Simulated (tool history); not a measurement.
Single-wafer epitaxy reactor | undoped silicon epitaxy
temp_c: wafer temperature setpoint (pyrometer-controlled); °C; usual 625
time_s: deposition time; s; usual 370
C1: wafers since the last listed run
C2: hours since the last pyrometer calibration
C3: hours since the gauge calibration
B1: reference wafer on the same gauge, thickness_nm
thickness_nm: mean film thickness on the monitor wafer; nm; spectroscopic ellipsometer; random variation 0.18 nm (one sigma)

run 1 day=0 | temp_c=625 time_s=347 | C1=0 C2=1332.9 C3=108.9 | B1=30.993 | thickness_nm=30.998
run 2 day=0.5 | temp_c=618 time_s=370 | C1=43 C2=1344.9 C3=120.9 | B1=31.029 | thickness_nm=27.472
run 3 day=3.071 | temp_c=618 time_s=370 | C1=226 C2=1406.6 C3=182.6 | B1=30.879 | thickness_nm=27.4
run 4 day=4.342 | temp_c=618 time_s=370 | C1=111 C2=1437.1 C3=213.1 | B1=30.873 | thickness_nm=27.344
run 5 day=4.917 | temp_c=625 time_s=370 | C1=50 C2=1450.9 C3=226.9 | B1=30.852 | thickness_nm=32.667
run 6 day=5.967 | temp_c=634 time_s=370 | C1=92 C2=1476.1 C3=252.1 | B1=30.803 | thickness_nm=41.487
run 7 day=7.012 | temp_c=634 time_s=370 | C1=91 C2=1501.2 C3=277.2 | B1=30.747 | thickness_nm=41.262
run 8 day=8.225 | temp_c=634 time_s=370 | C1=106 C2=1530.3 C3=306.3 | B1=30.718 | thickness_nm=41.347
run 9 day=8.854 | temp_c=625 time_s=428 | C1=55 C2=1545.4 C3=321.4 | B1=30.718 | thickness_nm=37.682
run 10 day=9.942 | temp_c=625 time_s=428 | C1=95 C2=1571.5 C3=347.5 | B1=30.669 | thickness_nm=37.647
run 11 day=11.196 | temp_c=625 time_s=428 | C1=110 C2=1601.6 C3=377.6 | B1=30.664 | thickness_nm=37.469
run 12 day=12.617 | temp_c=625 time_s=370 | C1=124 C2=1635.7 C3=411.7 | B1=30.647 | thickness_nm=32.406
run 13 day=13.904 | temp_c=625 time_s=370 | C1=113 C2=1666.6 C3=442.6 | B1=30.622 | thickness_nm=32.634
run 14 day=15.283 | temp_c=625 time_s=370 | C1=121 C2=1699.7 C3=475.7 | B1=30.615 | thickness_nm=32.438
run 15 day=15.921 | temp_c=625 time_s=370 | C1=56 C2=1715 C3=491 | B1=30.58 | thickness_nm=32.185
run 16 day=16.8 | temp_c=625 time_s=370 | C1=77 C2=1736.1 C3=512.1 | B1=30.608 | thickness_nm=32.289
run 17 day=17.425 | temp_c=618 time_s=297 | C1=54 C2=1751.1 C3=527.1 | B1=30.57 | thickness_nm=21.655
run 18 day=18.317 | temp_c=625 time_s=370 | C1=78 C2=1772.5 C3=548.5 | B1=30.599 | thickness_nm=32.443
run 19 day=19.179 | temp_c=638 time_s=323 | C1=75 C2=1793.2 C3=569.2 | B1=30.576 | thickness_nm=40.013
run 20 day=19.704 | temp_c=635 time_s=326 | C1=46 C2=1805.8 C3=581.8 | B1=30.606 | thickness_nm=36.975
run 21 day=20.717 | temp_c=616 time_s=370 | C1=89 C2=1830.1 C3=606.1 | B1=30.631 | thickness_nm=25.785
-- day=21.404 gauge calibrated
run 22 day=22.188 | temp_c=614 time_s=434 | C1=129 C2=1865.4 C3=18.8 | B1=31.505 | thickness_nm=29.364
-- day=22.946 pyrometer calibrated
run 23 day=23.012 | temp_c=618 time_s=301 | C1=43 C2=1.6 C3=38.6 | B1=31.451 | thickness_nm=22.514
run 24 day=24.342 | temp_c=625 time_s=370 | C1=116 C2=33.5 C3=70.5 | B1=31.353 | thickness_nm=33.271
run 25 day=25.421 | temp_c=631 time_s=394 | C1=94 C2=59.4 C3=96.4 | B1=31.264 | thickness_nm=41.627
run 26 day=26.067 | temp_c=634 time_s=401 | C1=56 C2=74.9 C3=111.9 | B1=31.242 | thickness_nm=45.405
run 27 day=26.925 | temp_c=625 time_s=370 | C1=75 C2=95.5 C3=132.5 | B1=31.228 | thickness_nm=33.314
run 28 day=27.842 | temp_c=636 time_s=302 | C1=80 C2=117.5 C3=154.5 | B1=31.158 | thickness_nm=35.841
run 29 day=28.738 | temp_c=617 time_s=408 | C1=78 C2=139 C3=176 | B1=31.129 | thickness_nm=29.415

Hidden state at the last listed run before each entry between runs and at the first one after, where it differs:
Between runs 21 and 22: gauge calibrated (day 21.404)
  gauge reads high (%): -2.94 -> 0.0619
  measured less the result without the state, thickness_nm: -0.781 -> +0.018 nm
Between runs 22 and 23: pyrometer calibrated (day 22.946)
  gauge reads high (%): 0.0619 -> -0.157
  measured less the result without the state, thickness_nm: +0.018 -> -0.035 nm
